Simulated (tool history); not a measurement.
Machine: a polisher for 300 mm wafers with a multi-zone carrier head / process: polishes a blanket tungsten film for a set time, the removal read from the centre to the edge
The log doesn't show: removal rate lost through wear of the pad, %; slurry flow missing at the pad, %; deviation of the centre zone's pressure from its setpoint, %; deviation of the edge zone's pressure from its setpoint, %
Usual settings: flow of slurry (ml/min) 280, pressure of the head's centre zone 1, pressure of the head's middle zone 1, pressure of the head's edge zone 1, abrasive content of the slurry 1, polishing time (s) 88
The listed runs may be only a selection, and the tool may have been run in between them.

run	hour	flow of slurry (ml/min)	pressure of the head's centre zone	pressure of the head's middle zone	pressure of the head's edge zone	abrasive content of the slurry	polishing time (s)	wafers since the last listed run	wafers polished on this pad	hours since the slurry nozzle was cleaned	hours since the centre zone pressure was calibrated	hours since the edge zone pressure was calibrated	hours since the carrier head's membrane was replaced	incoming thickness of the incoming film, nm	film removed at the wafer's centre (angstrom)	film removed at mid-radius (angstrom)	film removed at the wafer's edge (angstrom)
1	0	280	1	1.05	1.05	1	88	0	5827	237.3	684.1	828.3	847.4	1204.5	3809	4128	3808
# hour 23.7: worn pad replaced by a new one
# hour 36.5: edge zone pressure recalibrated
2	74.4	280	1	1	1	0.75	114	819	582	311.7	758.5	37.9	921.8	1188	4629	4891	4524
# hour 94.3: carrier head's membrane replaced by a new one
3	123.5	280	1	1	1	1	69	528	1110	360.8	807.6	87	29.2	1205.7	3006	3155	2968
4	178.1	280	1	1.06	1	1	88	653	1764	415.4	862.2	141.6	83.8	1209.3	3756	4064	3630
# hour 192.9: centre zone pressure recalibrated
5	230.7	280	1.1	1	1	1.15	114	606	2370	468	37.8	194.2	136.4	1224.6	5435	5162	4935
6	281.1	280	1	1	1	1	88	603	2974	518.4	88.2	244.6	186.8	1210	3489	3743	3506
# hour 292: slurry nozzle cleaned
7	374.3	280	1	1	1.04	0.85	88	1104	4078	82.3	181.4	337.8	280	1189.5	3651	3849	3627
8	430.5	280	1	1	1	1	88	673	4751	138.5	237.6	394	336.2	1203.1	3918	3999	3774
9	465.9	280	1	1	1.05	1.15	75	423	5175	173.9	273	429.4	371.6	1220.2	3424	3490	3330
# hour 486.6: worn pad replaced by a new one
10	522.8	280	0.89	1	1	1	108	633	434	230.8	329.9	486.3	428.5	1206	4524	5170	4898
11	559	280	1	1	1	1	88	433	867	267	366.1	522.5	464.7	1215.3	4052	4235	3933
12	624	230	1	1	1	1.25	100	778	1646	332	431.1	587.5	529.7	1224	4577	4871	4598
13	694.7	355	0.95	1	1.06	0.75	88	846	2492	402.7	501.8	658.2	600.4	1213.7	3342	3753	3507
14	751.5	280	1.07	1	1	0.85	88	680	3173	459.5	558.6	715	657.2	1229.1	3766	3679	3529
# hour 764.2: slurry nozzle cleaned
15	778.2	310	1	1	0.95	0.8	88	307	3481	14	585.3	741.7	683.9	1207.1	3668	3841	3455
16	843.8	380	1	1	1	1	88	785	4266	79.6	650.9	807.3	749.5	1210.6	4043	4215	3880
17	868.5	280	1	1	1	1	88	295	4562	104.3	675.6	832	774.2	1217.7	3887	4069	3773
18	913.9	185	1	1	1	1	59	543	5106	149.7	721	877.4	819.6	1200.5	2405	2541	2437
# hour 949.6: edge zone pressure recalibrated
19	955.8	280	1	1	1	1	88	477	5584	191.6	762.9	6.2	861.5	1205	3829	3951	3783
# hour 985: carrier head's membrane replaced by a new one
# hour 989.9: centre zone pressure recalibrated
20	1009.2	280	1.08	1	1	1.15	88	555	6139	245	19.3	59.6	24.2	1209.2	4354	4186	3868

Hidden condition of the tool, last listed run before each entry between runs versus first listed run after:
After run 1, before run 2: worn pad replaced by a new one (hour 23.7); edge zone pressure recalibrated (hour 36.5)
  removal rate lost through wear of the pad, %: 7.44 -> 3.3; slurry flow missing at the pad, %: 13.2 -> 19.3
  measured value less the no-hidden-state value, film removed at the wafer's centre (angstrom): -387 -> -309; film removed at mid-radius (angstrom): -412 -> -312; film removed at the wafer's edge (angstrom): -362 -> -255
After run 2, before run 3: carrier head's membrane replaced by a new one (hour 94.3)
  removal rate lost through wear of the pad, %: 3.3 -> 4.65; slurry flow missing at the pad, %: 19.3 -> 24.2
  measured value less the no-hidden-state value, film removed at the wafer's centre (angstrom): -309 -> -282; film removed at mid-radius (angstrom): -312 -> -282; film removed at the wafer's edge (angstrom): -255 -> -235
After run 4, before run 5: centre zone pressure recalibrated (hour 192.9)
  removal rate lost through wear of the pad, %: 5.76 -> 6.53; slurry flow missing at the pad, %: 30.5 -> 37.4
  measured value less the no-hidden-state value, film removed at the wafer's centre (angstrom): -469 -> -871; film removed at mid-radius (angstrom): -481 -> -779; film removed at the wafer's edge (angstrom): -378 -> -640
After run 6, before run 7: slurry nozzle cleaned (hour 292)
  removal rate lost through wear of the pad, %: 7.07 -> 7.73; slurry flow missing at the pad, %: 44.8 -> 1.42
  measured value less the no-hidden-state value, film removed at the wafer's centre (angstrom): -714 -> -313; film removed at mid-radius (angstrom): -713 -> -329; film removed at the wafer's edge (angstrom): -560 -> -309
After run 9, before run 10: worn pad replaced by a new one (hour 486.6)
  removal rate lost through wear of the pad, %: 8.11 -> 1.67; slurry flow missing at the pad, %: 4.92 -> 8.36
  measured value less the no-hidden-state value, film removed at the wafer's centre (angstrom): -327 -> -131; film removed at mid-radius (angstrom): -331 -> -143; film removed at the wafer's edge (angstrom): -311 -> -123
After run 14, before run 15: slurry nozzle cleaned (hour 764.2)
  removal rate lost through wear of the pad, %: 5.99 -> 6.21; slurry flow missing at the pad, %: 31.9 -> 2.15
  measured value less the no-hidden-state value, film removed at the wafer's centre (angstrom): -499 -> -252; film removed at mid-radius (angstrom): -462 -> -264; film removed at the wafer's edge (angstrom): -388 -> -235
After run 18, before run 19: edge zone pressure recalibrated (hour 949.6)
  removal rate lost through wear of the pad, %: 6.91 -> 7.03; slurry flow missing at the pad, %: 5.46 -> 7.59
  measured value less the no-hidden-state value, film removed at the wafer's centre (angstrom): -209 -> -334; film removed at mid-radius (angstrom): -217 -> -340; film removed at the wafer's edge (angstrom): -202 -> -316
After run 19, before run 20: carrier head's membrane replaced by a new one (hour 985); centre zone pressure recalibrated (hour 989.9)
  removal rate lost through wear of the pad, %: 7.03 -> 7.15; slurry flow missing at the pad, %: 7.59 -> 11.1
  measured value less the no-hidden-state value, film removed at the wafer's centre (angstrom): -334 -> -411; film removed at mid-radius (angstrom): -340 -> -388; film removed at the wafer's edge (angstrom): -316 -> -344
